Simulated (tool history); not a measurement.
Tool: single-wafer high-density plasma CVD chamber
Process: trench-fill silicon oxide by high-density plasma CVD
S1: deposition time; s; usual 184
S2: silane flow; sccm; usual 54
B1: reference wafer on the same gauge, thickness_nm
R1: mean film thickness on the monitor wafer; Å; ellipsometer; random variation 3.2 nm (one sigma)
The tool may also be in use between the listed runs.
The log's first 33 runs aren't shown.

run,hour,S1,S2,B1,R1
34,894.2,218,63,987.151,13419.85
# hour 912.6: gauge calibrated
35,927.7,184,54,986.477,9710.42
36,965.5,184,54,986.879,9671.61
37,981.8,184,62,985.033,11134.82
38,1016.8,173,54,986.823,9105.96
39,1035.6,173,48,986.071,8129.46
40,1055.8,211,61,987.382,12500.17
41,1080.6,184,54,985.945,9671.13
42,1146.6,172,61,987.250,10249.01
43,1159.3,184,47,985.612,8461.24
44,1193.9,164,54,986.715,8671.69

Run 45 comes next. What will it give?
45,1213.7,184,54,?,?

{"run 45": {"B1": 984.902, "R1": 9644.91}}
Without the tool's hidden state the same run would have given R1 9689.54 Å.
